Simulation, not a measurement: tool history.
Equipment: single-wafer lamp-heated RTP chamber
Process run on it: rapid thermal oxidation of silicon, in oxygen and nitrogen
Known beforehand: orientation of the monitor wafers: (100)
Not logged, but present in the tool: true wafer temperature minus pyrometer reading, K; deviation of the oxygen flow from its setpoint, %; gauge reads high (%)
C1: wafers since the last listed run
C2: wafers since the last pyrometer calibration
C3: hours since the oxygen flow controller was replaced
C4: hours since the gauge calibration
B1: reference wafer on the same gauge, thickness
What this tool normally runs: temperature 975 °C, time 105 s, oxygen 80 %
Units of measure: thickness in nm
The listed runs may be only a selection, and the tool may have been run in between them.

{"run": 1, "day": 0.0, "temperature": 996, "time": 105, "oxygen": 72, "C1": 0, "C2": 466, "C3": 3743.6, "C4": 480.4, "B1": 5.331, "thickness": 6.856}
{"run": 2, "day": 3.858, "temperature": 996, "time": 105, "oxygen": 72, "C1": 684, "C2": 1151, "C3": 3836.2, "C4": 573, "B1": 5.329, "thickness": 6.852}
{"run": 3, "day": 7.671, "temperature": 975, "time": 105, "oxygen": 80, "C1": 676, "C2": 1828, "C3": 3927.7, "C4": 664.5, "B1": 5.331, "thickness": 6.087}
{"run": 4, "day": 11.671, "temperature": 975, "time": 105, "oxygen": 57, "C1": 710, "C2": 2538, "C3": 4023.7, "C4": 760.5, "B1": 5.332, "thickness": 5.429}
{"day": 13.192, "done": "pyrometer window cleaned and pyrometer calibrated"}
{"run": 5, "day": 15.971, "temperature": 975, "time": 105, "oxygen": 57, "C1": 704, "C2": 493, "C3": 4126.9, "C4": 863.7, "B1": 5.331, "thickness": 5.403}
{"run": 6, "day": 19.571, "temperature": 975, "time": 105, "oxygen": 57, "C1": 639, "C2": 1132, "C3": 4213.3, "C4": 950.1, "B1": 5.331, "thickness": 5.4}
{"run": 7, "day": 21.875, "temperature": 975, "time": 105, "oxygen": 80, "C1": 409, "C2": 1541, "C3": 4268.6, "C4": 1005.4, "B1": 5.331, "thickness": 6.102}
{"run": 8, "day": 24.671, "temperature": 975, "time": 105, "oxygen": 80, "C1": 496, "C2": 2037, "C3": 4335.7, "C4": 1072.5, "B1": 5.329, "thickness": 6.101}
{"run": 9, "day": 27.588, "temperature": 975, "time": 105, "oxygen": 80, "C1": 517, "C2": 2555, "C3": 4405.7, "C4": 1142.5, "B1": 5.331, "thickness": 6.102}
{"day": 28.208, "done": "oxygen flow controller replaced"}
{"day": 29.762, "done": "pyrometer window cleaned and pyrometer calibrated"}
{"run": 10, "day": 30.542, "temperature": 994, "time": 105, "oxygen": 80, "C1": 406, "C2": 138, "C3": 56, "C4": 1213.4, "B1": 5.329, "thickness": 6.985}
{"run": 11, "day": 33.754, "temperature": 961, "time": 69, "oxygen": 98, "C1": 570, "C2": 708, "C3": 133.1, "C4": 1290.5, "B1": 5.332, "thickness": 4.88}
{"run": 12, "day": 37.246, "temperature": 1001, "time": 74, "oxygen": 80, "C1": 619, "C2": 1328, "C3": 216.9, "C4": 1374.3, "B1": 5.331, "thickness": 6.327}
{"day": 37.717, "done": "gauge calibrated"}
{"run": 13, "day": 47.279, "temperature": 983, "time": 127, "oxygen": 98, "C1": 1781, "C2": 3109, "C3": 457.7, "C4": 229.5, "B1": 5.331, "thickness": 7.573}
{"day": 49.433, "done": "pyrometer window cleaned and pyrometer calibrated"}
{"run": 14, "day": 49.942, "temperature": 975, "time": 105, "oxygen": 80, "C1": 413, "C2": 90, "C3": 521.6, "C4": 293.4, "B1": 5.329, "thickness": 6.05}
{"run": 15, "day": 51.85, "temperature": 946, "time": 118, "oxygen": 98, "C1": 338, "C2": 429, "C3": 567.4, "C4": 339.2, "B1": 5.327, "thickness": 5.491}
{"run": 16, "day": 55.854, "temperature": 975, "time": 105, "oxygen": 98, "C1": 710, "C2": 1140, "C3": 663.5, "C4": 435.3, "B1": 5.331, "thickness": 6.532}
{"run": 17, "day": 57.846, "temperature": 975, "time": 105, "oxygen": 80, "C1": 353, "C2": 1493, "C3": 711.3, "C4": 483.1, "B1": 5.328, "thickness": 6.073}
{"run": 18, "day": 59.408, "temperature": 975, "time": 105, "oxygen": 80, "C1": 277, "C2": 1771, "C3": 748.8, "C4": 520.6, "B1": 5.331, "thickness": 6.094}
{"run": 19, "day": 63.771, "temperature": 996, "time": 54, "oxygen": 98, "C1": 774, "C2": 2545, "C3": 853.5, "C4": 625.3, "B1": 5.329, "thickness": 5.698}

Branching from run 19: 3 alternative next runs. What would each branch give?
{"run": "A", "day": 63.792, "temperature": 975, "time": 105, "oxygen": 80, "C1": 3, "C2": 2549, "C3": 854, "C4": 625.8, "B1": "?", "thickness": "?"}
{"run": "B", "day": 63.792, "temperature": 961, "time": 63, "oxygen": 68, "C1": 3, "C2": 2549, "C3": 854, "C4": 625.8, "B1": "?", "thickness": "?"}
{"run": "C", "day": 63.792, "temperature": 987, "time": 144, "oxygen": 67, "C1": 3, "C2": 2549, "C3": 854, "C4": 625.8, "B1": "?", "thickness": "?"}

run=A B1=5.331 thickness=6.087
run=B B1=5.331 thickness=4.197
run=C B1=5.331 thickness=7.217
With the hidden condition removed and each run's random variation left untouched, the same runs would have given:
run=A thickness=6.046
run=B thickness=4.171
run=C thickness=7.168
